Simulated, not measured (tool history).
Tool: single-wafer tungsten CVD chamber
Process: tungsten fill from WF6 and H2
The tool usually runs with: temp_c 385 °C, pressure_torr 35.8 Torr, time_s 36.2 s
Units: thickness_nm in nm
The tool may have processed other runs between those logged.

| run | hour | temp_c | pressure_torr | time_s | read-back reference wafer on the same gauge, thickness_nm | thickness_nm |
|---|---|---|---|---|---|---|
| 1 | 0.0 | 385 | 35.8 | 36.2 | 89.204 | 86.102 |
| 2 | 24.6 | 385 | 35.8 | 36.2 | 89.201 | 85.894 |
| 3 | 37.4 | 385 | 35.8 | 36.2 | 89.169 | 85.674 |
| 4 | 70.1 | 385 | 38.5 | 36.2 | 89.202 | 90.362 |
| 5 | 96.5 | 385 | 38.5 | 36.2 | 89.156 | 90.414 |
| 6 | 118.1 | 385 | 38.5 | 36.2 | 89.181 | 90.434 |
| 7 | 205.8 | 385 | 35.8 | 36.2 | 89.295 | 85.845 |
| 8 | 240.0 | 385 | 35.8 | 36.2 | 89.221 | 85.987 |
| 9 | 265.4 | 379 | 35.8 | 36.2 | 89.251 | 75.907 |
| 10 | 301.0 | 385 | 41.5 | 41.6 | 89.267 | 110.656 |
| 11 | 322.3 | 385 | 41.5 | 41.6 | 89.336 | 110.286 |
| 12 | 354.0 | 385 | 35.8 | 36.2 | 89.327 | 85.630 |
| 13 | 384.9 | 390 | 35.8 | 36.2 | 86.708 | 91.932 |
| 14 | 400.1 | 397 | 35.8 | 31.3 | 86.812 | 90.399 |
| 15 | 434.2 | 371 | 35.8 | 29.2 | 86.976 | 50.688 |
| 16 | 453.4 | 385 | 35.8 | 38.3 | 87.036 | 88.324 |
| 17 | 474.1 | 385 | 35.8 | 38.8 | 87.112 | 89.460 |
| 18 | 486.7 | 395 | 35.8 | 31.1 | 87.240 | 86.565 |
| 19 | 513.7 | 385 | 35.8 | 36.2 | 87.275 | 83.365 |
| 20 | 547.1 | 385 | 30.3 | 36.2 | 87.409 | 72.542 |
| 21 | 559.7 | 372 | 35.8 | 36.2 | 87.469 | 64.480 |
| 22 | 585.9 | 385 | 32.4 | 36.2 | 87.622 | 77.085 |
| 23 | 612.8 | 400 | 31.8 | 34.1 | 87.622 | 94.764 |
| 24 | 648.2 | 385 | 35.8 | 36.2 | 87.783 | 84.055 |
| 25 | 676.9 | 392 | 29.0 | 32.5 | 87.780 | 71.899 |
| 26 | 705.0 | 380 | 38.7 | 30.3 | 87.906 | 67.890 |
| 27 | 728.6 | 385 | 38.5 | 36.2 | 87.931 | 89.650 |
| 28 | 742.1 | 385 | 35.8 | 36.2 | 87.969 | 84.360 |
| 29 | 760.3 | 385 | 35.8 | 36.2 | 88.000 | 84.969 |
| 30 | 773.4 | 393 | 29.2 | 38.1 | 88.023 | 86.795 |
| 31 | 802.1 | 374 | 32.0 | 40.6 | 88.131 | 69.073 |
| 32 | 875.1 | 385 | 35.8 | 36.2 | 88.231 | 85.086 |
| 33 | 897.0 | 385 | 27.9 | 38.1 | 88.228 | 71.352 |
| 34 | 923.2 | 393 | 28.6 | 41.1 | 88.348 | 92.007 |
| 35 | 942.1 | 390 | 29.4 | 36.2 | 88.357 | 78.530 |

Not shown here: 4 entries made in the log between runs. Locate each between two listed runs and compare the hidden state at the listed run before it with the hidden state at the listed run after it:
In the gap between runs 6 and 7: capacitance manometer re-zeroed and calibrated (hour 185.9)
  gauge reads high (%): 2.66 -> 2.7
  what was measured, less what the result would be without the hidden state, thickness_nm: +2.341 -> +2.253 nm
In the gap between runs 12 and 13: gauge calibrated (hour 367.4)
  gauge reads high (%): 2.75 -> -0.204
  what was measured, less what the result would be without the hidden state, thickness_nm: +2.288 -> -0.188 nm
In the gap between runs 23 and 24: showerhead replaced (hour 643.6)
  gauge reads high (%): 0.852 -> 0.971
  what was measured, less what the result would be without the hidden state, thickness_nm: +0.801 -> +0.809 nm
In the gap between runs 24 and 25: thermocouple changed; heater temperature recalibrated (hour 663.7)
  gauge reads high (%): 0.971 -> 1.06
  what was measured, less what the result would be without the hidden state, thickness_nm: +0.809 -> +0.755 nm
